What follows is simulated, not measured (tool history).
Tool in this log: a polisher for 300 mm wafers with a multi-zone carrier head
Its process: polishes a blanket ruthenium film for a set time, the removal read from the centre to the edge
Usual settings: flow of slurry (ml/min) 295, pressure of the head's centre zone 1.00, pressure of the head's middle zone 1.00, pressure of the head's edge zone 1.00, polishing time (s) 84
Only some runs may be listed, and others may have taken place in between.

run	hour	flow of slurry (ml/min)	pressure of the head's centre zone	pressure of the head's middle zone	pressure of the head's edge zone	polishing time (s)	incoming thickness of the incoming film, nm	film removed at the wafer's centre (angstrom)	film removed at mid-radius (angstrom)	film removed at the wafer's edge (angstrom)
1	0.0	255	1.00	1.00	1.00	84	251.0	816	826	880
# hour 20.8: slurry nozzle cleaned
2	27.8	295	1.00	1.00	1.00	84	247.1	865	893	911
# hour 33.6: worn pad replaced by a new one
3	51.4	295	1.00	0.97	1.07	84	248.7	864	871	935
4	64.6	295	1.00	0.97	1.07	84	252.0	856	863	933
5	115.9	295	1.00	0.97	1.07	84	251.9	837	865	938
6	132.6	295	1.00	1.00	1.00	84	252.0	833	901	918
7	180.6	295	1.00	1.00	1.00	84	250.4	800	894	902
# hour 200.9: worn pad replaced by a new one
8	215.7	295	1.00	1.00	1.00	84	248.9	765	883	884
# hour 246.2: slurry nozzle cleaned
9	249.2	295	1.00	1.00	1.00	84	252.5	786	863	909
10	279.0	295	1.00	1.00	1.00	84	245.2	792	891	909
# hour 302.4: carrier head's membrane replaced by a new one
11	306.3	295	1.00	1.00	1.00	84	253.8	756	885	912
# hour 322.4: centre zone pressure recalibrated
# hour 330.0: edge zone pressure recalibrated
# hour 366.0: worn pad replaced by a new one
12	379.1	355	1.00	0.93	1.03	84	247.1	900	852	926
13	403.6	235	1.00	1.00	1.00	100	254.3	972	1016	1056
14	427.7	340	1.00	0.94	1.00	68	248.6	696	677	742
15	442.6	340	1.00	0.94	1.00	68	247.4	679	683	735
16	465.6	215	1.09	1.05	0.90	84	249.5	830	835	806
# hour 476.3: slurry nozzle cleaned
17	493.2	295	1.00	1.12	1.00	84	255.1	851	978	921
# hour 522.7: worn pad replaced by a new one
18	523.2	295	1.00	1.00	1.00	67	249.7	665	714	723
19	539.5	265	0.88	1.00	1.00	101	250.8	867	1061	1089
20	568.6	295	1.00	1.00	1.00	84	247.5	813	857	924
21	586.1	295	1.00	1.00	1.08	104	248.7	1012	1112	1173
22	613.7	215	1.09	1.05	0.90	84	245.7	863	869	826

Predict each of these 4 candidate next runs independently; none follows another, all start after run 22:
A	614.1	295	1.00	1.00	1.00	84	250.8	?	?	?
B	614.1	330	0.93	1.09	1.04	84	250.8	?	?	?
C	614.1	295	1.10	1.09	1.10	68	250.8	?	?	?
D	614.1	295	1.07	1.00	1.00	84	250.8	?	?	?

run	film removed at the wafer's centre (angstrom)	film removed at mid-radius (angstrom)	film removed at the wafer's edge (angstrom)
A	805	870	902
B	758	943	927
C	718	753	765
D	862	869	902
With the hidden condition removed and each run's random variation left untouched, the same runs would have given:
run	film removed at the wafer's centre (angstrom)	film removed at mid-radius (angstrom)	film removed at the wafer's edge (angstrom)
A	892	883	913
B	840	955	937
C	795	764	773
D	955	882	913
